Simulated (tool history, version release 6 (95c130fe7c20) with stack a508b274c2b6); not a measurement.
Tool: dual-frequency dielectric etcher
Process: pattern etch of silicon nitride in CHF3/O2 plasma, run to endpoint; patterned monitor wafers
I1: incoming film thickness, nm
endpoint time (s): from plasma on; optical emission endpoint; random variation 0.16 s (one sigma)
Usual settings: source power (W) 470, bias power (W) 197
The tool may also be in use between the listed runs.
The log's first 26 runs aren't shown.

run 27 day=27.488 | source_power_(W)=470 bias_power_(W)=184 | I1=66.7 | endpoint_time_(s)=47.5
run 28 day=28.508 | source_power_(W)=470 bias_power_(W)=154 | I1=66.6 | endpoint_time_(s)=50.9
run 29 day=29.746 | source_power_(W)=470 bias_power_(W)=229 | I1=67 | endpoint_time_(s)=43.7
run 30 day=30.596 | source_power_(W)=530 bias_power_(W)=160 | I1=66.9 | endpoint_time_(s)=49
run 31 day=31.458 | source_power_(W)=470 bias_power_(W)=168 | I1=67.2 | endpoint_time_(s)=49.3
run 32 day=32.733 | source_power_(W)=470 bias_power_(W)=215 | I1=67.1 | endpoint_time_(s)=45
run 33 day=34.208 | source_power_(W)=540 bias_power_(W)=168 | I1=67.2 | endpoint_time_(s)=47.9
run 34 day=34.888 | source_power_(W)=390 bias_power_(W)=197 | I1=66.9 | endpoint_time_(s)=49.1
run 35 day=36.079 | source_power_(W)=540 bias_power_(W)=197 | I1=66.9 | endpoint_time_(s)=44.7

4 ways to go on from here, each from the tool as it stands after run 35. What would each give?
run A day=36.096 | source_power_(W)=470 bias_power_(W)=197 | I1=66.2 | endpoint_time_(s)=?
run B day=36.096 | source_power_(W)=560 bias_power_(W)=209 | I1=66.2 | endpoint_time_(s)=?
run C day=36.096 | source_power_(W)=470 bias_power_(W)=159 | I1=66.2 | endpoint_time_(s)=?
run D day=36.096 | source_power_(W)=400 bias_power_(W)=179 | I1=66.2 | endpoint_time_(s)=?

run=A endpoint_time_(s)=45.8
run=B endpoint_time_(s)=42.8
run=C endpoint_time_(s)=49.8
run=D endpoint_time_(s)=49.6
Without the tool's hidden state the same runs would have given:
run=A endpoint_time_(s)=45.8
run=B endpoint_time_(s)=42.8
run=C endpoint_time_(s)=49.8
run=D endpoint_time_(s)=49.6
